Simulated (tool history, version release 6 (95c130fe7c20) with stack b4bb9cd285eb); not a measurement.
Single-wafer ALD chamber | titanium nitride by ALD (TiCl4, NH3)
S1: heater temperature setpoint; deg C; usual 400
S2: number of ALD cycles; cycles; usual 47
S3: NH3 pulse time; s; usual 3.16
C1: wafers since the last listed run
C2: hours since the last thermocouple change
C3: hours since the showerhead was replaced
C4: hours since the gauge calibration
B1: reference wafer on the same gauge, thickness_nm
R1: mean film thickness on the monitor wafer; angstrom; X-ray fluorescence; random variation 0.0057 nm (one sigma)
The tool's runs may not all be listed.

{"run": 1, "hour": 0.0, "S1": 400, "S2": 47, "S3": 3.16, "C1": 0, "C2": 265.7, "C3": 4649.3, "C4": 2043.5, "B1": 1.183, "R1": 11.49}
{"run": 2, "hour": 76.0, "S1": 400, "S2": 47, "S3": 3.16, "C1": 197, "C2": 341.7, "C3": 4725.3, "C4": 2119.5, "B1": 1.183, "R1": 11.37}
{"run": 3, "hour": 118.2, "S1": 391, "S2": 47, "S3": 3.16, "C1": 109, "C2": 383.9, "C3": 4767.5, "C4": 2161.7, "B1": 1.184, "R1": 11.52}
{"run": 4, "hour": 306.9, "S1": 400, "S2": 47, "S3": 3.16, "C1": 491, "C2": 572.6, "C3": 4956.2, "C4": 2350.4, "B1": 1.183, "R1": 11.49}
{"run": 5, "hour": 404.7, "S1": 400, "S2": 47, "S3": 3.16, "C1": 254, "C2": 670.4, "C3": 5054, "C4": 2448.2, "B1": 1.185, "R1": 11.56}
{"run": 6, "hour": 489.8, "S1": 400, "S2": 47, "S3": 3.16, "C1": 221, "C2": 755.5, "C3": 5139.1, "C4": 2533.3, "B1": 1.184, "R1": 11.53}
{"run": 7, "hour": 597.2, "S1": 400, "S2": 47, "S3": 3.16, "C1": 279, "C2": 862.9, "C3": 5246.5, "C4": 2640.7, "B1": 1.185, "R1": 11.53}
{"run": 8, "hour": 637.6, "S1": 400, "S2": 47, "S3": 3.16, "C1": 105, "C2": 903.3, "C3": 5286.9, "C4": 2681.1, "B1": 1.187, "R1": 11.57}
{"run": 9, "hour": 674.7, "S1": 400, "S2": 47, "S3": 3.16, "C1": 96, "C2": 940.4, "C3": 5324, "C4": 2718.2, "B1": 1.187, "R1": 11.51}
{"run": 10, "hour": 716.7, "S1": 412, "S2": 47, "S3": 3.16, "C1": 109, "C2": 982.4, "C3": 5366, "C4": 2760.2, "B1": 1.187, "R1": 11.43}
{"run": 11, "hour": 752.8, "S1": 412, "S2": 47, "S3": 3.16, "C1": 93, "C2": 1018.5, "C3": 5402.1, "C4": 2796.3, "B1": 1.188, "R1": 11.51}
{"run": 12, "hour": 826.6, "S1": 400, "S2": 47, "S3": 3.16, "C1": 192, "C2": 1092.3, "C3": 5475.9, "C4": 2870.1, "B1": 1.188, "R1": 11.5}
{"run": 13, "hour": 915.2, "S1": 400, "S2": 47, "S3": 3.16, "C1": 230, "C2": 1180.9, "C3": 5564.5, "C4": 2958.7, "B1": 1.187, "R1": 11.52}
{"run": 14, "hour": 967.6, "S1": 400, "S2": 47, "S3": 3.16, "C1": 136, "C2": 1233.3, "C3": 5616.9, "C4": 3011.1, "B1": 1.187, "R1": 11.54}
{"run": 15, "hour": 1015.8, "S1": 404, "S2": 47, "S3": 3.16, "C1": 125, "C2": 1281.5, "C3": 5665.1, "C4": 3059.3, "B1": 1.187, "R1": 11.5}
{"run": 16, "hour": 1213.2, "S1": 404, "S2": 47, "S3": 3.16, "C1": 513, "C2": 1478.9, "C3": 5862.5, "C4": 3256.7, "B1": 1.189, "R1": 11.64}
{"run": 17, "hour": 1295.4, "S1": 400, "S2": 47, "S3": 3.16, "C1": 213, "C2": 1561.1, "C3": 5944.7, "C4": 3338.9, "B1": 1.189, "R1": 11.63}
{"run": 18, "hour": 1347.7, "S1": 400, "S2": 47, "S3": 3.16, "C1": 136, "C2": 1613.4, "C3": 5997, "C4": 3391.2, "B1": 1.19, "R1": 11.55}
{"run": 19, "hour": 1400.3, "S1": 400, "S2": 39, "S3": 4.42, "C1": 136, "C2": 1666, "C3": 6049.6, "C4": 3443.8, "B1": 1.19, "R1": 9.62}
{"run": 20, "hour": 1482.2, "S1": 396, "S2": 42, "S3": 3.5, "C1": 213, "C2": 1747.9, "C3": 6131.5, "C4": 3525.7, "B1": 1.189, "R1": 10.35}
{"run": 21, "hour": 1549.8, "S1": 400, "S2": 47, "S3": 3.16, "C1": 175, "C2": 1815.5, "C3": 6199.1, "C4": 3593.3, "B1": 1.192, "R1": 11.52}
{"hour": 1613.8, "done": "gauge calibrated"}
{"hour": 1622.3, "done": "thermocouple changed; heater temperature recalibrated"}
{"run": 22, "hour": 1703.1, "S1": 400, "S2": 44, "S3": 4.1, "C1": 378, "C2": 80.8, "C3": 6352.4, "C4": 89.3, "B1": 1.137, "R1": 10.52}
{"run": 23, "hour": 1791.0, "S1": 404, "S2": 47, "S3": 3.16, "C1": 228, "C2": 168.7, "C3": 6440.3, "C4": 177.2, "B1": 1.14, "R1": 11.03}
{"run": 24, "hour": 1883.8, "S1": 400, "S2": 47, "S3": 3.16, "C1": 241, "C2": 261.5, "C3": 6533.1, "C4": 270, "B1": 1.146, "R1": 11.19}
{"run": 25, "hour": 1977.7, "S1": 400, "S2": 50, "S3": 3.16, "C1": 244, "C2": 355.4, "C3": 6627, "C4": 363.9, "B1": 1.149, "R1": 11.86}
{"run": 26, "hour": 2016.1, "S1": 400, "S2": 47, "S3": 3.16, "C1": 99, "C2": 393.8, "C3": 6665.4, "C4": 402.3, "B1": 1.153, "R1": 11.15}
{"run": 27, "hour": 2085.2, "S1": 400, "S2": 47, "S3": 3.16, "C1": 179, "C2": 462.9, "C3": 6734.5, "C4": 471.4, "B1": 1.152, "R1": 11.25}
{"run": 28, "hour": 2143.2, "S1": 400, "S2": 47, "S3": 3.16, "C1": 150, "C2": 520.9, "C3": 6792.5, "C4": 529.4, "B1": 1.156, "R1": 11.18}
{"run": 29, "hour": 2226.6, "S1": 407, "S2": 55, "S3": 3.64, "C1": 217, "C2": 604.3, "C3": 6875.9, "C4": 612.8, "B1": 1.157, "R1": 13.28}
{"hour": 2239.3, "done": "showerhead replaced"}
{"run": 30, "hour": 2280.3, "S1": 396, "S2": 52, "S3": 3.16, "C1": 118, "C2": 658, "C3": 41, "C4": 666.5, "B1": 1.158, "R1": 12.4}
{"run": 31, "hour": 2426.1, "S1": 400, "S2": 47, "S3": 3.16, "C1": 379, "C2": 803.8, "C3": 186.8, "C4": 812.3, "B1": 1.162, "R1": 11.2}
{"run": 32, "hour": 2518.9, "S1": 400, "S2": 47, "S3": 3.16, "C1": 241, "C2": 896.6, "C3": 279.6, "C4": 905.1, "B1": 1.163, "R1": 11.21}
{"run": 33, "hour": 2572.9, "S1": 415, "S2": 49, "S3": 3.16, "C1": 140, "C2": 950.6, "C3": 333.6, "C4": 959.1, "B1": 1.165, "R1": 11.79}
{"run": 34, "hour": 2671.8, "S1": 400, "S2": 47, "S3": 3.16, "C1": 257, "C2": 1049.5, "C3": 432.5, "C4": 1058, "B1": 1.168, "R1": 11.33}
{"run": 35, "hour": 2775.2, "S1": 400, "S2": 54, "S3": 2.04, "C1": 269, "C2": 1152.9, "C3": 535.9, "C4": 1161.4, "B1": 1.169, "R1": 12.91}
{"run": 36, "hour": 2874.4, "S1": 386, "S2": 47, "S3": 3.16, "C1": 258, "C2": 1252.1, "C3": 635.1, "C4": 1260.6, "B1": 1.169, "R1": 11.25}
{"run": 37, "hour": 2976.0, "S1": 392, "S2": 47, "S3": 2.01, "C1": 264, "C2": 1353.7, "C3": 736.7, "C4": 1362.2, "B1": 1.172, "R1": 11.14}
{"run": 38, "hour": 3038.5, "S1": 393, "S2": 54, "S3": 3.16, "C1": 162, "C2": 1416.2, "C3": 799.2, "C4": 1424.7, "B1": 1.175, "R1": 13.03}
{"run": 39, "hour": 3082.0, "S1": 413, "S2": 40, "S3": 1.91, "C1": 113, "C2": 1459.7, "C3": 842.7, "C4": 1468.2, "B1": 1.174, "R1": 9.65}

Forecast each of these 5 alternatives for the next run:
{"run": "A", "hour": 3082.5, "S1": 400, "S2": 47, "S3": 3.54, "C1": 1, "C2": 1460.2, "C3": 843.2, "C4": 1468.7, "B1": "?", "R1": "?"}
{"run": "B", "hour": 3082.5, "S1": 400, "S2": 53, "S3": 3.16, "C1": 1, "C2": 1460.2, "C3": 843.2, "C4": 1468.7, "B1": "?", "R1": "?"}
{"run": "C", "hour": 3082.5, "S1": 412, "S2": 47, "S3": 3.67, "C1": 1, "C2": 1460.2, "C3": 843.2, "C4": 1468.7, "B1": "?", "R1": "?"}
{"run": "D", "hour": 3082.5, "S1": 413, "S2": 53, "S3": 3.16, "C1": 1, "C2": 1460.2, "C3": 843.2, "C4": 1468.7, "B1": "?", "R1": "?"}
{"run": "E", "hour": 3082.5, "S1": 400, "S2": 50, "S3": 2.57, "C1": 1, "C2": 1460.2, "C3": 843.2, "C4": 1468.7, "B1": "?", "R1": "?"}

run=A B1=1.172 R1=11.37
run=B B1=1.172 R1=12.78
run=C B1=1.172 R1=11.39
run=D B1=1.172 R1=12.81
run=E B1=1.172 R1=11.99
Without the tool's hidden state the same runs would have given:
run=A R1=11.04
run=B R1=12.41
run=C R1=11.06
run=D R1=12.44
run=E R1=11.65
